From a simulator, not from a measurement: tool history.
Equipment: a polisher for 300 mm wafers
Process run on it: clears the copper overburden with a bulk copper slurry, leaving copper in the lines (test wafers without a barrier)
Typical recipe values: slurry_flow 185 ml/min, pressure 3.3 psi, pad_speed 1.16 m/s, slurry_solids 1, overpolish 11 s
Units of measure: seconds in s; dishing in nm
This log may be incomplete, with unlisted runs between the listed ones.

run	day	slurry_flow	pressure	pad_speed	slurry_solids	overpolish	incoming thickness of the incoming film, nm	seconds	dishing
1	0	185	4.2	1.16	1	11	1238.2	82.6	86
2	2.971	185	3.3	1.16	1	11	1227	100.7	72.7
3	4.921	185	2.8	1.16	1	11	1239.5	121.2	63.2
4	6.783	185	2.8	1.16	1	11	1241.5	133.1	60
5	8.817	185	2.8	1.16	1	11	1250.5	136.5	60.6
6	10.308	185	3.3	1.16	1	11	1239.5	115.2	62.1
7	11.692	185	3.3	1.16	1	11	1233	97	74.2
8	14.679	185	3.3	1.16	1	11	1229.2	101.4	70.8
9	15.804	185	3.9	0.96	0.85	11	1242.7	111.2	67.8
10	18.138	225	3.3	0.86	1	11	1274.1	131.8	60.5
11	19.988	170	3.3	1.16	1	11	1257.9	103	72.7
12	21.679	185	3.3	1.16	1	11	1237.3	103.4	70.4
13	24.55	185	4.2	1.16	1	11	1255.5	79.2	87.9
14	27.458	140	3.3	0.94	1	11	1238.1	131.8	59.9

Removed from this log: 9 entries logged between the listed runs. Between which two listed runs does each belong, and how does the tool's hidden state at the listed run before it compare with that at the listed run after it?
Between runs 1 and 2: worn pad replaced by a new one (day 0.462)
  removal rate lost through wear of the pad, %: 6.76 -> 3
  measured less the result without the state, seconds: +5.5 -> +3.1 s; dishing: -4 -> -1.6 nm
Between runs 3 and 4: slurry blender recalibrated (day 5.021); worn pad replaced by a new one (day 6.021)
  removal rate lost through wear of the pad, %: 5.19 -> 11.3
  measured less the result without the state, seconds: +6.2 -> +15 s; dishing: -2.5 -> -5.5 nm
Between runs 6 and 7: worn pad replaced by a new one, repeated, since the last time left the tool worse (day 10.754)
  removal rate lost through wear of the pad, %: 15.2 -> 1.5
  measured less the result without the state, seconds: +17.6 -> +1.5 s; dishing: -7.8 -> -0.8 nm
Between runs 9 and 10: worn pad replaced by a new one (day 17.017); head pressure recalibrated (day 17.65)
  removal rate lost through wear of the pad, %: 6.11 -> 2.19
  measured less the result without the state, seconds: +6.8 -> +2.9 s; dishing: -3.2 -> -1 nm
Between runs 10 and 11: slurry blender recalibrated (day 19.912)
  removal rate lost through wear of the pad, %: 2.19 -> 4.27
  measured less the result without the state, seconds: +2.9 -> +4.4 s; dishing: -1 -> -2.3 nm
Between runs 11 and 12: slurry nozzle cleaned (day 21.054)
  removal rate lost through wear of the pad, %: 4.27 -> 6.16
  measured less the result without the state, seconds: +4.4 -> +6.4 s; dishing: -2.3 -> -3.2 nm
Between runs 12 and 13: worn pad replaced by a new one (day 22.496)
  removal rate lost through wear of the pad, %: 6.16 -> 2.66
  measured less the result without the state, seconds: +6.4 -> +2.1 s; dishing: -3.2 -> -1.6 nm

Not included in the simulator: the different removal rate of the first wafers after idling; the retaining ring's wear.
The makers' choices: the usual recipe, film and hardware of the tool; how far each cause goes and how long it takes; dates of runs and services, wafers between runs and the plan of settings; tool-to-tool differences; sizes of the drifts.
